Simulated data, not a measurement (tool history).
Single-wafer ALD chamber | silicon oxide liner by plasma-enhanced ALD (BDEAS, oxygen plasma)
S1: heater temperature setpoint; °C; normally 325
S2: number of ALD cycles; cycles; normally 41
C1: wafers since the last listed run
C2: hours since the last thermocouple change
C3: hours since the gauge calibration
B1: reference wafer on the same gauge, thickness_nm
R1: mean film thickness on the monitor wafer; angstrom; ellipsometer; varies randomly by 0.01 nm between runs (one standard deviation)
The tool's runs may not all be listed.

| run | hour | S1 | S2 | C1 | C2 | C3 | B1 | R1 |
|---|---|---|---|---|---|---|---|---|
| 1 | 0 | 316 | 39 | 0 | 1441.5 | 113.8 | 4.266 | 39.27 |
| 2 | 8.4 | 316 | 39 | 88 | 1449.9 | 122.2 | 4.261 | 39.36 |
| 3 | 24.5 | 316 | 39 | 169 | 1466 | 138.3 | 4.261 | 39.32 |
| 4 | 36.8 | 325 | 41 | 129 | 1478.3 | 150.6 | 4.259 | 40.62 |
| 5 | 45.1 | 325 | 41 | 87 | 1486.6 | 158.9 | 4.257 | 40.95 |
| 6 | 53.5 | 318 | 45 | 88 | 1495 | 167.3 | 4.255 | 45.07 |
| 7 | 89.1 | 318 | 45 | 374 | 1530.6 | 202.9 | 4.252 | 45.19 |
| 8 | 98.9 | 318 | 45 | 102 | 1540.4 | 212.7 | 4.253 | 45.2 |
| 9 | 110.3 | 325 | 41 | 119 | 1551.8 | 224.1 | 4.253 | 40.76 |
| 10 | 125.8 | 325 | 41 | 162 | 1567.3 | 239.6 | 4.25 | 40.8 |
| 11 | 134.2 | 325 | 43 | 88 | 1575.7 | 248 | 4.25 | 42.71 |
| 12 | 147.2 | 325 | 43 | 136 | 1588.7 | 261 | 4.251 | 42.7 |
| 13 | 153.9 | 325 | 44 | 70 | 1595.4 | 267.7 | 4.25 | 43.82 |
| 14 | 165.8 | 325 | 44 | 125 | 1607.3 | 279.6 | 4.249 | 43.79 |
| 15 | 218.6 | 325 | 44 | 554 | 1660.1 | 332.4 | 4.248 | 43.71 |
|  | 226 | gauge calibrated |
| 16 | 235.9 | 331 | 41 | 181 | 1677.4 | 9.9 | 4.295 | 41.11 |
| 17 | 242.4 | 335 | 41 | 68 | 1683.9 | 16.4 | 4.294 | 40.72 |
| 18 | 252.2 | 335 | 41 | 102 | 1693.7 | 26.2 | 4.29 | 40.7 |
| 19 | 267.3 | 335 | 41 | 158 | 1708.8 | 41.3 | 4.285 | 40.6 |
| 20 | 284.3 | 313 | 41 | 178 | 1725.8 | 58.3 | 4.276 | 41.51 |
| 21 | 292.5 | 310 | 44 | 86 | 1734 | 66.5 | 4.274 | 44.75 |
| 22 | 299.9 | 325 | 41 | 77 | 1741.4 | 73.9 | 4.274 | 41.07 |
| 23 | 309.8 | 325 | 47 | 104 | 1751.3 | 83.8 | 4.27 | 46.72 |
| 24 | 323.1 | 335 | 41 | 139 | 1764.6 | 97.1 | 4.265 | 40.45 |
| 25 | 335.4 | 337 | 33 | 129 | 1776.9 | 109.4 | 4.262 | 32.26 |
|  | 355.6 | thermocouple changed; heater temperature recalibrated |
| 26 | 356.1 | 325 | 41 | 133 | 0.5 | 130.1 | 4.259 | 40.95 |
| 27 | 363.8 | 321 | 36 | 80 | 8.2 | 137.8 | 4.258 | 36.06 |
| 28 | 379.9 | 317 | 35 | 169 | 24.3 | 153.9 | 4.257 | 35.25 |
| 29 | 390.6 | 318 | 43 | 112 | 35 | 164.6 | 4.254 | 43.28 |
| 30 | 399.4 | 338 | 45 | 92 | 43.8 | 173.4 | 4.253 | 43.93 |
| 31 | 409.3 | 334 | 41 | 104 | 53.7 | 183.3 | 4.251 | 40.32 |
| 32 | 424.9 | 325 | 41 | 163 | 69.3 | 198.9 | 4.252 | 40.81 |
| 33 | 442.6 | 325 | 41 | 185 | 87 | 216.6 | 4.251 | 40.69 |
| 34 | 454.5 | 319 | 38 | 125 | 98.9 | 228.5 | 4.252 | 37.97 |
| 35 | 464.6 | 333 | 41 | 106 | 109 | 238.6 | 4.25 | 40.35 |
| 36 | 474.1 | 318 | 45 | 99 | 118.5 | 248.1 | 4.248 | 45.13 |
| 37 | 486.2 | 325 | 37 | 127 | 130.6 | 260.2 | 4.249 | 36.86 |
| 38 | 502.6 | 325 | 48 | 172 | 147 | 276.6 | 4.247 | 47.79 |

Difference, measured minus no-hidden-state, one row per run. Run-to-run variation is common to both terms; the gauge's own scatter need not be:
The tool's hidden condition here consists of: wafer temperature above the value expected at the setpoint (K); gauge reads high (%).
| run | R1 |
|---|---|
| 1 | -0.32 |
| 2 | -0.34 |
| 3 | -0.36 |
| 4 | -0.39 |
| 5 | -0.4 |
| 6 | -0.46 |
| 7 | -0.5 |
| 8 | -0.5 |
| 9 | -0.46 |
| 10 | -0.47 |
| 11 | -0.5 |
| 12 | -0.51 |
| 13 | -0.52 |
| 14 | -0.53 |
| 15 | -0.54 |
| 16 | -0.03 |
| 17 | -0.07 |
| 18 | -0.1 |
| 19 | -0.17 |
| 20 | -0.22 |
| 21 | -0.27 |
| 22 | -0.27 |
| 23 | -0.33 |
| 24 | -0.31 |
| 25 | -0.27 |
| 26 | -0.38 |
| 27 | -0.35 |
| 28 | -0.36 |
| 29 | -0.45 |
| 30 | -0.47 |
| 31 | -0.44 |
| 32 | -0.46 |
| 33 | -0.47 |
| 34 | -0.45 |
| 35 | -0.48 |
| 36 | -0.54 |
| 37 | -0.45 |
| 38 | -0.59 |
